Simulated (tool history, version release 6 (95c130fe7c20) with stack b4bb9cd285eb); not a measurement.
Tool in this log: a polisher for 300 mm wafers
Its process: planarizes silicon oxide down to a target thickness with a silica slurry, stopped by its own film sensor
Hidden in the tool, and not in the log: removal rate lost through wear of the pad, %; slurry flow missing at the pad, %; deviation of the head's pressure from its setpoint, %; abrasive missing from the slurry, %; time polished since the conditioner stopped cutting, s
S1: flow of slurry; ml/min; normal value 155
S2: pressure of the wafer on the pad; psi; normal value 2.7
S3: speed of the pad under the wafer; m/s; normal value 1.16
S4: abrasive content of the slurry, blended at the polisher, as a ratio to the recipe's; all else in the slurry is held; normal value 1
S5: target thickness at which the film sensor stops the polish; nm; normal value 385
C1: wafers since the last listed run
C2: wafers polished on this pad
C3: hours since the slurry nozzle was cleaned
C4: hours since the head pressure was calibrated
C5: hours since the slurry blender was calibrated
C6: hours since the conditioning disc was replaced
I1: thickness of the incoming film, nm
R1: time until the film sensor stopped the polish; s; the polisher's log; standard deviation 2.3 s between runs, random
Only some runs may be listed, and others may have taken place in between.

run	hour	S1	S2	S3	S4	S5	C1	C2	C3	C4	C5	C6	I1	R1
1	0	155	2.7	1.16	1	385	0	1337	527.3	200.5	398.5	295.8	617	124.3
# hour 58.1: slurry blender recalibrated
2	70.3	155	2.7	1.16	1	385	330	1667	597.6	270.8	12.2	366.1	616.1	123.2
# hour 111: slurry nozzle cleaned
# hour 165.9: conditioning disc replaced and pad reconditioned
# hour 171.7: worn pad replaced by a new one
3	193	155	2.7	1.16	1.1	328	560	103	82	393.5	134.9	27.1	601.5	135.7
4	294	155	2.7	1.16	1.15	385	489	592	183	494.5	235.9	128.1	607.5	111.5
5	396.8	155	2.7	1.16	1.15	385	497	1089	285.8	597.3	338.7	230.9	611	111.7
6	494.8	155	2.7	1.16	1.15	385	474	1564	383.8	695.3	436.7	328.9	614.2	113.9
# hour 565.2: slurry blender recalibrated
# hour 569.8: worn pad replaced by a new one
# hour 686: conditioning disc replaced and pad reconditioned
7	723.7	155	2.7	1.16	1	385	1069	735	612.7	924.2	158.5	37.7	605.6	116.7
# hour 738.2: slurry nozzle cleaned
8	832.5	155	2.7	0.84	1	385	521	1257	94.3	1033	267.3	146.5	615.3	156
9	910.1	155	2.7	0.84	1	385	375	1633	171.9	1110.6	344.9	224.1	598.3	140.9
# hour 1008.4: worn pad replaced by a new one
# hour 1009.1: slurry blender recalibrated
10	1009.6	155	2.7	0.84	1	385	458	2	271.4	1210.1	0.5	323.6	616.4	158
11	1096.3	155	2.7	1.16	1	385	419	422	358.1	1296.8	87.2	410.3	618.5	126.8
# hour 1162.8: conditioning disc replaced and pad reconditioned
12	1189	105	2.7	1.16	1	385	439	861	450.8	1389.5	179.9	26.2	617.1	131.9
13	1244	155	2.7	1.16	1	429	266	1127	505.8	1444.5	234.9	81.2	617.8	97.1
# hour 1365.8: head pressure recalibrated
# hour 1435.4: worn pad replaced by a new one
# hour 1460.8: slurry blender recalibrated
14	1476.8	105	2.7	1.16	1.15	385	1088	190	738.6	111	16	314	609.6	114.7
# hour 1486.6: slurry nozzle cleaned
15	1514.6	155	2.7	0.82	1	385	178	369	28	148.8	53.8	351.8	614.2	149.8
16	1592.1	125	2.4	1.44	1	385	375	744	105.5	226.3	131.3	429.3	608.1	101.6
17	1634.4	155	2.7	1.16	1	385	204	949	147.8	268.6	173.6	471.6	599.8	108.7
# hour 1682.6: conditioning disc replaced and pad reconditioned
18	1707.7	155	2.7	1.16	1	437	345	1294	221.1	341.9	246.9	25.1	608.5	84.2
# hour 1829.6: head pressure recalibrated, repeated, since the last time left the tool worse
19	1858.9	155	2.9	1.16	0.8	385	722	2016	372.3	29.3	398.1	176.3	619.4	139.1
20	1901.8	155	2.7	1.16	1	385	207	2224	415.2	72.2	441	219.2	609.3	125.2
# hour 1942.4: worn pad replaced by a new one
21	1952	155	2.7	0.88	1	385	223	46	465.4	122.4	491.2	269.4	615.5	152.3
# hour 1967.8: slurry blender recalibrated
# hour 2202.9: conditioning disc replaced and pad reconditioned
# hour 2228.4: slurry nozzle cleaned
22	2264.2	155	2.7	1.52	1	385	1487	1533	35.8	434.6	296.4	61.3	617.2	98.3
23	2313.2	105	2.7	1.46	1	385	237	1771	84.8	483.6	345.4	110.3	614.2	111.7

Hidden state or all else? Some run-to-run changes of R1, split into what the settings, what came in and random variation would give without the hidden state, and what is left for the hidden state (with any gauge scatter that isn't in both results):
Run 13 -> 14: S1 155 -> 105, S4 1 -> 1.15, S5 429 -> 385, head pressure recalibrated, worn pad replaced by a new one, slurry blender recalibrated. R1 +17.6 s: hidden state -5.6, all else +23.2.
Run 18 -> 19: S2 2.7 -> 2.9, S4 1 -> 0.8, S5 437 -> 385, head pressure recalibrated, repeated, since the last time left the tool worse. R1 +54.9 s: hidden state +7.4, all else +47.5.
Run 21 -> 22: S3 0.88 -> 1.52, slurry blender recalibrated, conditioning disc replaced and pad reconditioned, slurry nozzle cleaned. R1 -54 s: hidden state -0.6, all else -53.4.
